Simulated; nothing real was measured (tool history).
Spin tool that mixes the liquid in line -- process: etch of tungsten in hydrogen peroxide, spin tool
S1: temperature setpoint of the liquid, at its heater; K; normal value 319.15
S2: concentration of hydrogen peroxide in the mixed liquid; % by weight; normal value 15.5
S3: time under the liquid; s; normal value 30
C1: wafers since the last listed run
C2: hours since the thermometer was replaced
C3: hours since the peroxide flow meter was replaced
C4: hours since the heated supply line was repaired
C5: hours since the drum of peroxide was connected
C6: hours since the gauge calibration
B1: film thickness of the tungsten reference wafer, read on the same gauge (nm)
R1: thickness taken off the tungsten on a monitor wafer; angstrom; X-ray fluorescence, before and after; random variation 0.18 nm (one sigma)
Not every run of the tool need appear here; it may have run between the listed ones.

{"run": 1, "hour": 0.0, "S1": 319.15, "S2": 15.5, "S3": 30, "C1": 0, "C2": 1094.3, "C3": 268.1, "C4": 12.8, "C5": 209.3, "C6": 117.4, "B1": 79.98, "R1": 236.6}
{"run": 2, "hour": 34.6, "S1": 319.15, "S2": 14.5, "S3": 30, "C1": 367, "C2": 1128.9, "C3": 302.7, "C4": 47.4, "C5": 243.9, "C6": 152, "B1": 79.98, "R1": 230.8}
{"run": 3, "hour": 71.8, "S1": 319.15, "S2": 15.5, "S3": 15, "C1": 395, "C2": 1166.1, "C3": 339.9, "C4": 84.6, "C5": 281.1, "C6": 189.2, "B1": 79.97, "R1": 117.3}
{"run": 4, "hour": 109.7, "S1": 319.15, "S2": 15.5, "S3": 15, "C1": 402, "C2": 1204, "C3": 377.8, "C4": 122.5, "C5": 319, "C6": 227.1, "B1": 80.05, "R1": 117.7}
{"run": 5, "hour": 135.0, "S1": 319.15, "S2": 15.5, "S3": 30, "C1": 268, "C2": 1229.3, "C3": 403.1, "C4": 147.8, "C5": 344.3, "C6": 252.4, "B1": 80.01, "R1": 234.3}
{"hour": 166.5, "done": "new drum of peroxide connected"}
{"run": 6, "hour": 187.3, "S1": 319.15, "S2": 15.5, "S3": 30, "C1": 545, "C2": 1281.6, "C3": 455.4, "C4": 200.1, "C5": 20.8, "C6": 304.7, "B1": 80.02, "R1": 243.2}
{"run": 7, "hour": 256.4, "S1": 319.15, "S2": 15.5, "S3": 30, "C1": 734, "C2": 1350.7, "C3": 524.5, "C4": 269.2, "C5": 89.9, "C6": 373.8, "B1": 79.98, "R1": 244.3}
{"run": 8, "hour": 312.6, "S1": 319.15, "S2": 15.5, "S3": 30, "C1": 597, "C2": 1406.9, "C3": 580.7, "C4": 325.4, "C5": 146.1, "C6": 430, "B1": 79.99, "R1": 241.3}
{"run": 9, "hour": 343.0, "S1": 319.15, "S2": 18.5, "S3": 30, "C1": 323, "C2": 1437.3, "C3": 611.1, "C4": 355.8, "C5": 176.5, "C6": 460.4, "B1": 79.97, "R1": 261.4}
{"run": 10, "hour": 398.6, "S1": 319.15, "S2": 18.5, "S3": 30, "C1": 590, "C2": 1492.9, "C3": 666.7, "C4": 411.4, "C5": 232.1, "C6": 516, "B1": 80, "R1": 257.6}
{"run": 11, "hour": 449.4, "S1": 319.15, "S2": 15.5, "S3": 30, "C1": 539, "C2": 1543.7, "C3": 717.5, "C4": 462.2, "C5": 282.9, "C6": 566.8, "B1": 80.01, "R1": 233.1}
{"hour": 501.7, "done": "new drum of peroxide connected"}
{"hour": 502.1, "done": "gauge calibrated"}
{"run": 12, "hour": 504.0, "S1": 325.15, "S2": 19, "S3": 15, "C1": 569, "C2": 1598.3, "C3": 772.1, "C4": 516.8, "C5": 2.3, "C6": 1.9, "B1": 79.97, "R1": 192.2}
{"run": 13, "hour": 574.2, "S1": 319.15, "S2": 15.5, "S3": 30, "C1": 746, "C2": 1668.5, "C3": 842.3, "C4": 587, "C5": 72.5, "C6": 72.1, "B1": 80.01, "R1": 243.8}
{"hour": 576.6, "done": "heated supply line repaired"}
{"hour": 611.3, "done": "thermometer replaced"}
{"run": 14, "hour": 640.2, "S1": 313.15, "S2": 18.5, "S3": 15, "C1": 680, "C2": 28.9, "C3": 908.3, "C4": 63.6, "C5": 138.5, "C6": 138.1, "B1": 80.03, "R1": 89.5}
{"run": 15, "hour": 680.5, "S1": 328.15, "S2": 17, "S3": 40, "C1": 428, "C2": 69.2, "C3": 948.6, "C4": 103.9, "C5": 178.8, "C6": 178.4, "B1": 79.98, "R1": 567.9}
{"run": 16, "hour": 718.8, "S1": 315.65, "S2": 17.5, "S3": 30, "C1": 407, "C2": 107.5, "C3": 986.9, "C4": 142.2, "C5": 217.1, "C6": 216.7, "B1": 80.01, "R1": 200}
{"hour": 738.8, "done": "peroxide flow meter replaced"}
{"run": 17, "hour": 785.9, "S1": 319.15, "S2": 15.5, "S3": 40, "C1": 702, "C2": 174.6, "C3": 47.1, "C4": 209.3, "C5": 284.2, "C6": 283.8, "B1": 80.01, "R1": 312.2}
{"hour": 860.8, "done": "new drum of peroxide connected"}
{"run": 18, "hour": 916.4, "S1": 309.65, "S2": 15.5, "S3": 30, "C1": 1376, "C2": 305.1, "C3": 177.6, "C4": 339.8, "C5": 55.6, "C6": 414.3, "B1": 79.98, "R1": 131.7}
{"run": 19, "hour": 962.5, "S1": 311.15, "S2": 17, "S3": 25, "C1": 489, "C2": 351.2, "C3": 223.7, "C4": 385.9, "C5": 101.7, "C6": 460.4, "B1": 80.02, "R1": 125.8}
{"run": 20, "hour": 1034.4, "S1": 319.15, "S2": 15.5, "S3": 30, "C1": 764, "C2": 423.1, "C3": 295.6, "C4": 457.8, "C5": 173.6, "C6": 532.3, "B1": 80.01, "R1": 240.1}
{"hour": 1036.3, "done": "gauge calibrated"}
{"run": 21, "hour": 1079.6, "S1": 311.15, "S2": 20, "S3": 30, "C1": 480, "C2": 468.3, "C3": 340.8, "C4": 503, "C5": 218.8, "C6": 43.3, "B1": 79.97, "R1": 160.7}
{"run": 22, "hour": 1129.6, "S1": 313.15, "S2": 16.5, "S3": 15, "C1": 531, "C2": 518.3, "C3": 390.8, "C4": 553, "C5": 268.8, "C6": 93.3, "B1": 80, "R1": 83.8}

For each run, the measured value with the value that run would have given without the tool's hidden condition subtracted. The run-to-run variation is shared by both, the gauge scatter possibly not:
Hidden state present: liquid colder than its thermometer reads (K); peroxide flow above the setpoint (%); temperature lost on the way to the wafer (K); peroxide weaker than its label (%); gauge reads high (%).
run=1 R1=-6.9
run=2 R1=-7.7
run=3 R1=-4.5
run=4 R1=-5
run=5 R1=-10.8
run=6 R1=-1.1
run=7 R1=-3.1
run=8 R1=-4.6
run=9 R1=-6
run=10 R1=-7.6
run=11 R1=-8.3
run=12 R1=-1.4
run=13 R1=-3.7
run=14 R1=-2.1
run=15 R1=-15.9
run=16 R1=-6.6
run=17 R1=-12.8
run=18 R1=-0.8
run=19 R1=-1.4
run=20 R1=-4.8
run=21 R1=-4.1
run=22 R1=-2.7

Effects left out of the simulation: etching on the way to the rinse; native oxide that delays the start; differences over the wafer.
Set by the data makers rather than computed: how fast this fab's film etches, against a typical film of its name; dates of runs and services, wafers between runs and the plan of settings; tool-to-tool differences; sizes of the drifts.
